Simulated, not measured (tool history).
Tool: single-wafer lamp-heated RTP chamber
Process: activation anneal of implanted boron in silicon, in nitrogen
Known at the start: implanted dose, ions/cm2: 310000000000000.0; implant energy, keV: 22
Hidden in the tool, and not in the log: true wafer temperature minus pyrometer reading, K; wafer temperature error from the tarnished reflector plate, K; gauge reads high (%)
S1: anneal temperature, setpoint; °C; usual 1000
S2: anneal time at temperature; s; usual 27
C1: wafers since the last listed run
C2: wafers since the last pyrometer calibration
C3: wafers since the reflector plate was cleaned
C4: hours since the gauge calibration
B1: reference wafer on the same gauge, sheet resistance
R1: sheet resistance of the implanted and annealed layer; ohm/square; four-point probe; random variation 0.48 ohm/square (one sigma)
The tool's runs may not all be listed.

run 1 hour=0 | S1=1000 S2=27 | C1=0 C2=4216 C3=13095 C4=35.4 | B1=328.96 | R1=316.13
run 2 hour=17.8 | S1=1008 S2=32 | C1=176 C2=4393 C3=13271 C4=53.2 | B1=329.03 | R1=314.89
run 3 hour=34.5 | S1=1000 S2=17 | C1=165 C2=4559 C3=13437 C4=69.9 | B1=328.9 | R1=317.96
run 4 hour=51.8 | S1=986 S2=27 | C1=171 C2=4731 C3=13609 C4=87.2 | B1=329.1 | R1=320.36
run 5 hour=69.4 | S1=986 S2=27 | C1=174 C2=4906 C3=13784 C4=104.8 | B1=329.08 | R1=320.35
run 6 hour=77 | S1=986 S2=27 | C1=75 C2=4981 C3=13860 C4=112.4 | B1=329.15 | R1=319.91
run 7 hour=89.9 | S1=1021 S2=27 | C1=128 C2=5109 C3=13988 C4=125.3 | B1=329.24 | R1=314.98
run 8 hour=96.4 | S1=1000 S2=27 | C1=64 C2=5174 C3=14052 C4=131.8 | B1=328.99 | R1=316.04
run 9 hour=111.4 | S1=1000 S2=27 | C1=149 C2=5323 C3=14201 C4=146.8 | B1=329.03 | R1=316.3
-- hour=121.2 pyrometer window cleaned and pyrometer calibrated
run 10 hour=126.2 | S1=1000 S2=27 | C1=67 C2=49 C3=14269 C4=161.6 | B1=328.99 | R1=318.72
run 11 hour=179 | S1=1000 S2=27 | C1=524 C2=574 C3=14793 C4=214.4 | B1=329.13 | R1=319.05
run 12 hour=187 | S1=989 S2=16 | C1=79 C2=653 C3=14873 C4=222.4 | B1=328.98 | R1=326.49
run 13 hour=199.2 | S1=1000 S2=27 | C1=121 C2=774 C3=14994 C4=234.6 | B1=328.92 | R1=318.22
-- hour=211.4 reflector plate cleaned
run 14 hour=211.9 | S1=987 S2=14 | C1=46 C2=821 C3=5 C4=247.3 | B1=328.91 | R1=328.69
run 15 hour=219.2 | S1=979 S2=17 | C1=72 C2=893 C3=77 C4=254.6 | B1=329.03 | R1=333.76
-- hour=224.3 gauge calibrated
run 16 hour=230.8 | S1=1000 S2=12 | C1=115 C2=1009 C3=192 C4=6.5 | B1=328.98 | R1=321.35
run 17 hour=238 | S1=1000 S2=33 | C1=71 C2=1080 C3=264 C4=13.7 | B1=329.05 | R1=317.68
run 18 hour=281.8 | S1=1017 S2=20 | C1=435 C2=1515 C3=699 C4=57.5 | B1=329.16 | R1=316.5
run 19 hour=293 | S1=1000 S2=21 | C1=111 C2=1627 C3=810 C4=68.7 | B1=329.1 | R1=318.93
run 20 hour=307.5 | S1=1000 S2=27 | C1=144 C2=1771 C3=954 C4=83.2 | B1=329.05 | R1=318.07
run 21 hour=316 | S1=1022 S2=27 | C1=84 C2=1855 C3=1039 C4=91.7 | B1=329.06 | R1=315.84
run 22 hour=333.3 | S1=1015 S2=21 | C1=171 C2=2027 C3=1211 C4=109 | B1=328.82 | R1=316.45
run 23 hour=342.8 | S1=976 S2=27 | C1=94 C2=2121 C3=1305 C4=118.5 | B1=329.07 | R1=330.06
run 24 hour=350 | S1=1011 S2=19 | C1=71 C2=2193 C3=1377 C4=125.7 | B1=329.21 | R1=317.65

5 ways to go on from here, each from the tool as it stands after run 24. What would each give?
run A hour=350.4 | S1=1000 S2=37 | C1=3 C2=2197 C3=1380 C4=126.1 | B1=? | R1=?
run B hour=350.4 | S1=1013 S2=22 | C1=3 C2=2197 C3=1380 C4=126.1 | B1=? | R1=?
run C hour=350.4 | S1=1010 S2=27 | C1=3 C2=2197 C3=1380 C4=126.1 | B1=? | R1=?
run D hour=350.4 | S1=1019 S2=40 | C1=3 C2=2197 C3=1380 C4=126.1 | B1=? | R1=?
run E hour=350.4 | S1=1000 S2=42 | C1=3 C2=2197 C3=1380 C4=126.1 | B1=? | R1=?

run=A B1=329.06 R1=316.37
run=B B1=329.06 R1=315.57
run=C B1=329.06 R1=315.48
run=D B1=329.06 R1=313.37
run=E B1=329.06 R1=315.97
Without the tool's hidden state the same runs would have given:
run=A R1=318.15
run=B R1=316.6
run=C R1=316.62
run=D R1=314.12
run=E R1=317.7
